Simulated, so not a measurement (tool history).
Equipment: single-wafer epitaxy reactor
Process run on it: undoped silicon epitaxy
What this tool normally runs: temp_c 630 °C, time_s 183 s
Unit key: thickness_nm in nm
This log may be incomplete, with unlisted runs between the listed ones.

run	hour	temp_c	time_s	wafers since the last listed run	hours since the last pyrometer calibration	hours since the gauge calibration	read-back reference wafer on the same gauge, thickness_nm	thickness_nm
1	0.0	635	183	0	1264.7	866.1	23.649	20.960
2	55.5	635	183	623	1320.2	921.6	23.595	20.706
3	106.9	635	183	577	1371.6	973.0	23.568	21.060
4	163.3	630	212	633	1428.0	1029.4	23.624	22.023
5	229.0	619	183	737	1493.7	1095.1	23.591	15.121
6	269.9	619	183	459	1534.6	1136.0	23.631	14.892
7	300.1	619	183	339	1564.8	1166.2	23.595	14.942
8	344.9	630	183	502	1609.6	1211.0	23.662	18.659
9	405.0	630	183	674	1669.7	1271.1	23.622	18.807
10	430.0	630	183	280	1694.7	1296.1	23.595	18.758
11	491.7	630	183	692	1756.4	1357.8	23.634	18.729
12	542.6	630	200	571	1807.3	1408.7	23.574	20.425
13	569.7	630	200	304	1834.4	1435.8	23.635	20.496
14	641.3	643	214	803	1906.0	1507.4	23.621	28.346
15	665.6	630	183	272	1930.3	1531.7	23.618	18.575
# hour 679.7: pyrometer calibrated
# hour 701.7: gauge calibrated
16	721.8	640	183	541	42.1	20.1	23.602	25.914
17	778.0	624	183	630	98.3	76.3	23.626	18.918
18	841.8	630	183	716	162.1	140.1	23.619	21.058
19	872.1	641	197	340	192.4	170.4	23.629	28.227
20	901.7	630	183	332	222.0	200.0	23.635	20.925
21	935.7	630	183	381	256.0	234.0	23.625	20.674
22	1005.8	623	183	786	326.1	304.1	23.614	17.739
23	1201.4	641	199	2195	521.7	499.7	23.578	27.172
24	1231.5	623	183	337	551.8	529.8	23.595	17.380
25	1273.8	630	160	474	594.1	572.1	23.685	17.615
26	1315.4	630	156	467	635.7	613.7	23.655	17.184

Forecast each of these 4 alternatives for the next run:
A	1315.9	637	183	5	636.2	614.2	?	?
B	1315.9	630	210	5	636.2	614.2	?	?
C	1315.9	630	157	5	636.2	614.2	?	?
D	1315.9	644	204	5	636.2	614.2	?	?

run	read-back reference wafer on the same gauge, thickness_nm	thickness_nm
A	23.594	22.910
B	23.594	22.816
C	23.594	17.057
D	23.594	29.372
Without the tool's unlogged condition, the same runs would have read:
run	thickness_nm
A	24.327
B	24.247
C	18.127
D	31.163

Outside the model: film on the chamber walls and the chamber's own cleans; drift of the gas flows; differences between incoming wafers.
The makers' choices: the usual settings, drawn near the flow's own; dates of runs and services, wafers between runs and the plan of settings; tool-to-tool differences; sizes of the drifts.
